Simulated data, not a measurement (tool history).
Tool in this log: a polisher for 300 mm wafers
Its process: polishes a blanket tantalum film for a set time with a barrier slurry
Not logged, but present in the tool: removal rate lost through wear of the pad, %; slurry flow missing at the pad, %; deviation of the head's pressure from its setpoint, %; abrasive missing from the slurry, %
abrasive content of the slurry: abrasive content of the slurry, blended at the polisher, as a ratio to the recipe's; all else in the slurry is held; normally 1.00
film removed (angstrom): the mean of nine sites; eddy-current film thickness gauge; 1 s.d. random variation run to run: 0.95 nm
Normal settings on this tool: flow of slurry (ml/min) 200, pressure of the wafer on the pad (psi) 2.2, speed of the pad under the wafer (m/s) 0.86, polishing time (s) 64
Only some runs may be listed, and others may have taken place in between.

run	hour	flow of slurry (ml/min)	pressure of the wafer on the pad (psi)	speed of the pad under the wafer (m/s)	abrasive content of the slurry	polishing time (s)	wafers since the last listed run	wafers polished on this pad	hours since the slurry nozzle was cleaned	hours since the head pressure was calibrated	hours since the slurry blender was calibrated	incoming thickness of the incoming film, nm	film removed (angstrom)
1	0.0	200	2.2	0.86	1.00	64	0	96	300.8	1469.5	66.4	278.4	1064
2	16.5	200	2.5	0.86	1.00	74	121	217	317.3	1486.0	82.9	278.9	1346
3	23.2	200	2.5	0.86	1.00	74	49	266	324.0	1492.7	89.6	281.2	1359
4	35.9	200	2.2	0.86	1.00	64	93	359	336.7	1505.4	102.3	276.7	1058
5	42.8	200	2.2	0.86	1.00	64	50	410	343.6	1512.3	109.2	281.0	1035
6	52.8	200	2.2	0.86	1.00	64	73	483	353.6	1522.3	119.2	282.6	1046
7	61.2	200	2.2	0.86	1.00	64	61	545	362.0	1530.7	127.6	279.1	1050
8	72.2	200	2.2	0.86	1.00	64	80	625	373.0	1541.7	138.6	280.5	1040
# hour 78.3: worn pad replaced by a new one
9	83.9	200	2.2	0.86	1.00	81	56	41	384.7	1553.4	150.3	280.9	1309
10	91.5	130	3.0	0.86	1.00	64	55	96	392.3	1561.0	157.9	278.6	1237
# hour 106.9: slurry nozzle cleaned
# hour 107.7: head pressure recalibrated
11	108.2	220	2.2	0.58	1.25	44	108	205	1.3	0.5	174.6	279.4	519
12	124.8	140	2.2	0.86	0.70	64	121	327	17.9	17.1	191.2	277.9	775
# hour 132.6: slurry blender recalibrated
13	139.2	140	2.6	0.86	1.20	72	90	418	32.3	31.5	6.6	284.4	1190
# hour 149.0: slurry nozzle cleaned, repeated, since the last time left the tool worse
14	149.5	200	2.5	0.86	1.00	74	68	486	0.5	41.8	16.9	280.1	1418
15	161.3	200	2.2	0.86	1.00	64	86	573	12.3	53.6	28.7	285.0	1103
16	169.1	200	2.2	0.86	1.00	64	57	630	20.1	61.4	36.5	273.5	1096
# hour 174.1: worn pad replaced by a new one
17	186.9	170	1.5	1.10	1.00	64	101	93	37.9	79.2	54.3	280.8	952

Exercise: give the hidden state of the tool at every run:
removal rate lost through wear of the pad, %: 0 on each run
deviation of the head's pressure from its setpoint, %: 0 on each run
abrasive missing from the slurry, %: 0 on each run
H1: slurry flow missing at the pad, %
run	H1
1	25.3
2	26.5
3	27
4	28
5	28.5
6	29.3
7	29.9
8	30.8
9	31.7
10	32.2
11	48.9
12	50.2
13	51.3
14	5.15
15	6.05
16	6.65
17	8
